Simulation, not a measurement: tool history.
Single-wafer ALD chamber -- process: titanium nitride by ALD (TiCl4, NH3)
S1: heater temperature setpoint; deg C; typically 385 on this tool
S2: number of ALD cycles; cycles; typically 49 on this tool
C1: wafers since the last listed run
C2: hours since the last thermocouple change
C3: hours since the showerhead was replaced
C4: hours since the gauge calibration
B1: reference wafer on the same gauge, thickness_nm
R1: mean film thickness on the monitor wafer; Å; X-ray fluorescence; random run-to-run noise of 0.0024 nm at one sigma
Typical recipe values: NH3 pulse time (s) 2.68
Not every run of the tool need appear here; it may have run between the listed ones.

run 1 hour=0.0 | S1=385 S2=49 NH3_pulse_time_(s)=2.68 | C1=0 C2=325.7 C3=4310.2 C4=1677.8 | B1=0.924 | R1=9.60
run 2 hour=41.4 | S1=390 S2=49 NH3_pulse_time_(s)=2.68 | C1=217 C2=367.1 C3=4351.6 C4=1719.2 | B1=0.924 | R1=9.67
run 3 hour=65.9 | S1=385 S2=41 NH3_pulse_time_(s)=1.98 | C1=128 C2=391.6 C3=4376.1 C4=1743.7 | B1=0.924 | R1=7.88
run 4 hour=96.3 | S1=385 S2=49 NH3_pulse_time_(s)=2.43 | C1=159 C2=422.0 C3=4406.5 C4=1774.1 | B1=0.924 | R1=9.51
run 5 hour=164.3 | S1=385 S2=49 NH3_pulse_time_(s)=2.68 | C1=357 C2=490.0 C3=4474.5 C4=1842.1 | B1=0.925 | R1=9.63
run 6 hour=300.1 | S1=375 S2=55 NH3_pulse_time_(s)=2.68 | C1=714 C2=625.8 C3=4610.3 C4=1977.9 | B1=0.925 | R1=10.69
run 7 hour=335.9 | S1=385 S2=49 NH3_pulse_time_(s)=2.68 | C1=188 C2=661.6 C3=4646.1 C4=2013.7 | B1=0.925 | R1=9.59
run 8 hour=373.6 | S1=385 S2=49 NH3_pulse_time_(s)=2.68 | C1=198 C2=699.3 C3=4683.8 C4=2051.4 | B1=0.926 | R1=9.59
run 9 hour=551.0 | S1=375 S2=49 NH3_pulse_time_(s)=2.68 | C1=933 C2=876.7 C3=4861.2 C4=2228.8 | B1=0.927 | R1=9.56
-- hour=582.6 gauge calibrated
run 10 hour=622.1 | S1=375 S2=49 NH3_pulse_time_(s)=2.68 | C1=374 C2=947.8 C3=4932.3 C4=39.5 | B1=0.918 | R1=9.50
run 11 hour=671.8 | S1=375 S2=49 NH3_pulse_time_(s)=2.68 | C1=261 C2=997.5 C3=4982.0 C4=89.2 | B1=0.918 | R1=9.51
run 12 hour=719.0 | S1=385 S2=49 NH3_pulse_time_(s)=2.68 | C1=248 C2=1044.7 C3=5029.2 C4=136.4 | B1=0.919 | R1=9.55
run 13 hour=789.3 | S1=385 S2=49 NH3_pulse_time_(s)=2.68 | C1=369 C2=1115.0 C3=5099.5 C4=206.7 | B1=0.918 | R1=9.54
run 14 hour=848.9 | S1=385 S2=49 NH3_pulse_time_(s)=2.68 | C1=313 C2=1174.6 C3=5159.1 C4=266.3 | B1=0.918 | R1=9.50
run 15 hour=907.9 | S1=385 S2=49 NH3_pulse_time_(s)=2.68 | C1=310 C2=1233.6 C3=5218.1 C4=325.3 | B1=0.919 | R1=9.53
run 16 hour=966.1 | S1=385 S2=49 NH3_pulse_time_(s)=2.68 | C1=306 C2=1291.8 C3=5276.3 C4=383.5 | B1=0.919 | R1=9.50
run 17 hour=1006.7 | S1=385 S2=52 NH3_pulse_time_(s)=2.68 | C1=213 C2=1332.4 C3=5316.9 C4=424.1 | B1=0.919 | R1=10.12
run 18 hour=1075.2 | S1=385 S2=49 NH3_pulse_time_(s)=2.68 | C1=360 C2=1400.9 C3=5385.4 C4=492.6 | B1=0.919 | R1=9.56
run 19 hour=1103.2 | S1=385 S2=49 NH3_pulse_time_(s)=2.68 | C1=147 C2=1428.9 C3=5413.4 C4=520.6 | B1=0.919 | R1=9.55
-- hour=1131.1 showerhead replaced
run 20 hour=1147.7 | S1=385 S2=49 NH3_pulse_time_(s)=2.68 | C1=192 C2=1473.4 C3=16.6 C4=565.1 | B1=0.919 | R1=9.54
run 21 hour=1189.1 | S1=385 S2=40 NH3_pulse_time_(s)=2.68 | C1=217 C2=1514.8 C3=58.0 C4=606.5 | B1=0.919 | R1=7.75
run 22 hour=1259.6 | S1=385 S2=49 NH3_pulse_time_(s)=2.68 | C1=370 C2=1585.3 C3=128.5 C4=677.0 | B1=0.919 | R1=9.56
-- hour=1287.7 thermocouple changed; heater temperature recalibrated
run 23 hour=1288.2 | S1=395 S2=49 NH3_pulse_time_(s)=2.68 | C1=108 C2=0.5 C3=157.1 C4=705.6 | B1=0.919 | R1=9.58
run 24 hour=1319.6 | S1=385 S2=49 NH3_pulse_time_(s)=2.68 | C1=165 C2=31.9 C3=188.5 C4=737.0 | B1=0.919 | R1=9.54
run 25 hour=1351.2 | S1=375 S2=55 NH3_pulse_time_(s)=2.08 | C1=166 C2=63.5 C3=220.1 C4=768.6 | B1=0.919 | R1=10.43
run 26 hour=1400.3 | S1=385 S2=49 NH3_pulse_time_(s)=2.68 | C1=258 C2=112.6 C3=269.2 C4=817.7 | B1=0.919 | R1=9.56
run 27 hour=1428.9 | S1=385 S2=41 NH3_pulse_time_(s)=2.68 | C1=150 C2=141.2 C3=297.8 C4=846.3 | B1=0.919 | R1=8.01
run 28 hour=1473.6 | S1=385 S2=49 NH3_pulse_time_(s)=2.68 | C1=235 C2=185.9 C3=342.5 C4=891.0 | B1=0.920 | R1=9.56
run 29 hour=1517.5 | S1=396 S2=59 NH3_pulse_time_(s)=2.68 | C1=231 C2=229.8 C3=386.4 C4=934.9 | B1=0.920 | R1=11.58
run 30 hour=1680.7 | S1=399 S2=55 NH3_pulse_time_(s)=3.44 | C1=858 C2=393.0 C3=549.6 C4=1098.1 | B1=0.920 | R1=10.96
run 31 hour=1739.5 | S1=378 S2=58 NH3_pulse_time_(s)=1.96 | C1=309 C2=451.8 C3=608.4 C4=1156.9 | B1=0.920 | R1=11.04
run 32 hour=1803.0 | S1=385 S2=49 NH3_pulse_time_(s)=1.64 | C1=334 C2=515.3 C3=671.9 C4=1220.4 | B1=0.920 | R1=9.22
run 33 hour=1846.1 | S1=394 S2=49 NH3_pulse_time_(s)=2.68 | C1=226 C2=558.4 C3=715.0 C4=1263.5 | B1=0.921 | R1=9.65
run 34 hour=1892.1 | S1=377 S2=58 NH3_pulse_time_(s)=2.68 | C1=242 C2=604.4 C3=761.0 C4=1309.5 | B1=0.921 | R1=11.24
run 35 hour=1954.8 | S1=399 S2=42 NH3_pulse_time_(s)=3.13 | C1=329 C2=667.1 C3=823.7 C4=1372.2 | B1=0.921 | R1=8.31
run 36 hour=1980.1 | S1=385 S2=49 NH3_pulse_time_(s)=2.68 | C1=133 C2=692.4 C3=849.0 C4=1397.5 | B1=0.921 | R1=9.60
run 37 hour=2018.1 | S1=385 S2=49 NH3_pulse_time_(s)=2.68 | C1=199 C2=730.4 C3=887.0 C4=1435.5 | B1=0.922 | R1=9.58
run 38 hour=2069.5 | S1=395 S2=49 NH3_pulse_time_(s)=2.68 | C1=270 C2=781.8 C3=938.4 C4=1486.9 | B1=0.921 | R1=9.64
run 39 hour=2103.1 | S1=377 S2=43 NH3_pulse_time_(s)=3.02 | C1=176 C2=815.4 C3=972.0 C4=1520.5 | B1=0.922 | R1=8.37
run 40 hour=2146.1 | S1=375 S2=42 NH3_pulse_time_(s)=3.25 | C1=226 C2=858.4 C3=1015.0 C4=1563.5 | B1=0.922 | R1=8.27

For each run, the measured value with the value that run would have given without the tool's hidden condition subtracted. The run-to-run variation is shared by both, the gauge scatter possibly not:
The hidden state here: wafer temperature above the value expected at the setpoint (K); gauge reads high (%).
run=1 R1=+0.05
run=2 R1=+0.06
run=3 R1=+0.04
run=4 R1=+0.05
run=5 R1=+0.06
run=6 R1=+0.07
run=7 R1=+0.06
run=8 R1=+0.07
run=9 R1=+0.08
run=10 R1=-0.01
run=11 R1=-0.01
run=12 R1=-0.01
run=13 R1=-0.01
run=14 R1=+0.00
run=15 R1=-0.01
run=16 R1=+0.00
run=17 R1=+0.00
run=18 R1=+0.00
run=19 R1=-0.01
run=20 R1=+0.00
run=21 R1=+0.00
run=22 R1=+0.00
run=23 R1=+0.00
run=24 R1=+0.01
run=25 R1=+0.00
run=26 R1=+0.00
run=27 R1=+0.00
run=28 R1=+0.01
run=29 R1=+0.01
run=30 R1=+0.02
run=31 R1=+0.02
run=32 R1=+0.01
run=33 R1=+0.01
run=34 R1=+0.02
run=35 R1=+0.02
run=36 R1=+0.02
run=37 R1=+0.03
run=38 R1=+0.03
run=39 R1=+0.03
run=40 R1=+0.03
